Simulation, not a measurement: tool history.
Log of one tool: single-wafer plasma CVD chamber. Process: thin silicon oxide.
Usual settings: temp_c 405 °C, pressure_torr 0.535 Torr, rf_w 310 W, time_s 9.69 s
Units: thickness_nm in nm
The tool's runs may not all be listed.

run	hour	temp_c	pressure_torr	rf_w	time_s	read-back reference wafer on the same gauge, thickness_nm	thickness_nm
1	0.0	405	0.535	330	9.69	12.894	11.780
2	17.5	405	0.535	310	9.69	12.910	11.605
3	55.5	405	0.535	310	9.69	12.890	11.618
4	70.3	405	0.535	310	9.69	12.907	11.577
5	84.3	405	0.636	310	9.69	12.903	13.784
6	98.4	405	0.535	310	9.69	12.899	11.577
# hour 111.8: RF generator calibrated
# hour 121.8: thermocouple changed; heater temperature recalibrated
# hour 122.5: capacitance manometer re-zeroed and calibrated
7	123.0	405	0.535	310	10.70	12.892	12.230
8	123.3	405	0.535	310	10.70	12.903	12.199
9	132.3	392	0.623	310	10.34	12.896	13.912
# hour 153.1: showerhead replaced
# hour 156.0: capacitance manometer re-zeroed and calibrated, repeated, since the last time left the tool worse
10	156.5	405	0.485	275	9.69	12.897	10.747
# hour 160.6: gauge calibrated
11	161.1	400	0.454	310	9.69	12.903	10.351
12	167.9	405	0.535	310	9.69	12.910	12.148
13	176.5	405	0.665	250	9.69	12.897	14.232
14	192.0	420	0.402	270	9.69	12.908	8.678
15	204.4	419	0.463	310	9.17	12.892	9.863
16	215.1	405	0.535	310	9.69	12.901	12.101
17	229.3	415	0.578	310	11.09	12.907	14.806

5 ways to go on from here, each from the tool as it stands after run 17. What would each give?
A	229.7	405	0.535	310	9.69	?	?
B	229.7	411	0.535	310	9.69	?	?
C	229.7	410	0.535	310	9.69	?	?
D	229.7	417	0.441	310	9.69	?	?
E	229.7	405	0.411	310	10.63	?	?

run	read-back reference wafer on the same gauge, thickness_nm	thickness_nm
A	12.904	11.983
B	12.904	11.940
C	12.904	11.947
D	12.904	9.778
E	12.904	10.032
Without the tool's hidden state the same runs would have given:
run	thickness_nm
A	12.218
B	12.173
C	12.181
D	9.985
E	10.244
